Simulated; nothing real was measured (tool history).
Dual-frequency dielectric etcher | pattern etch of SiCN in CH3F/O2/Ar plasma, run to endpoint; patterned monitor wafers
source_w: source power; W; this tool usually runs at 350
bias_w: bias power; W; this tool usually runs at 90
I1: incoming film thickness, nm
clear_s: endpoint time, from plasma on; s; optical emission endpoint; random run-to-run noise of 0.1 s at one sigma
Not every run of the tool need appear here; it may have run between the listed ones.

run 1 hour=0 | source_w=350 bias_w=90 | I1=6.66 | clear_s=18
run 2 hour=90.5 | source_w=350 bias_w=90 | I1=6.68 | clear_s=17.7
-- hour=120.1 wet clean of the chamber
run 3 hour=184.4 | source_w=350 bias_w=90 | I1=6.73 | clear_s=18.4
run 4 hour=238.7 | source_w=350 bias_w=90 | I1=6.68 | clear_s=18.4
run 5 hour=346.2 | source_w=300 bias_w=85 | I1=6.71 | clear_s=20
-- hour=420.9 upper electrode replaced
run 6 hour=422.5 | source_w=350 bias_w=104 | I1=6.73 | clear_s=17.1
run 7 hour=474.1 | source_w=350 bias_w=104 | I1=6.77 | clear_s=17.2
run 8 hour=518.5 | source_w=350 bias_w=104 | I1=6.71 | clear_s=16.9
run 9 hour=572 | source_w=350 bias_w=90 | I1=6.7 | clear_s=17.9
run 10 hour=654.6 | source_w=350 bias_w=90 | I1=6.7 | clear_s=17.8
run 11 hour=741 | source_w=350 bias_w=73 | I1=6.64 | clear_s=19.1
-- hour=778.5 wet clean of the chamber
run 12 hour=795.1 | source_w=320 bias_w=102 | I1=6.68 | clear_s=18.5
run 13 hour=870.4 | source_w=320 bias_w=102 | I1=6.7 | clear_s=18.5
run 14 hour=928.2 | source_w=320 bias_w=102 | I1=6.64 | clear_s=18
run 15 hour=997.4 | source_w=350 bias_w=72 | I1=6.71 | clear_s=20.4
run 16 hour=1091 | source_w=420 bias_w=106 | I1=6.69 | clear_s=16.1
run 17 hour=1166.7 | source_w=350 bias_w=69 | I1=6.71 | clear_s=20.4
run 18 hour=1208.8 | source_w=350 bias_w=90 | I1=6.67 | clear_s=18.1
run 19 hour=1246 | source_w=280 bias_w=84 | I1=6.75 | clear_s=20.4
-- hour=1264.3 bias power generator calibrated
run 20 hour=1293.5 | source_w=350 bias_w=90 | I1=6.75 | clear_s=18.2
-- hour=1350.1 wet clean of the chamber
-- hour=1366.2 source power generator calibrated
run 21 hour=1387.6 | source_w=350 bias_w=90 | I1=6.66 | clear_s=18.6
run 22 hour=1475 | source_w=400 bias_w=90 | I1=6.76 | clear_s=17.8

The next listed run, before its measurement:
run 23 hour=1556.9 | source_w=380 bias_w=77 | I1=6.71 | clear_s=?

{"run 23": {"clear_s": 19.1}}
Minus the tool's unlogged condition, the same run would have read clear_s 19.5 s.
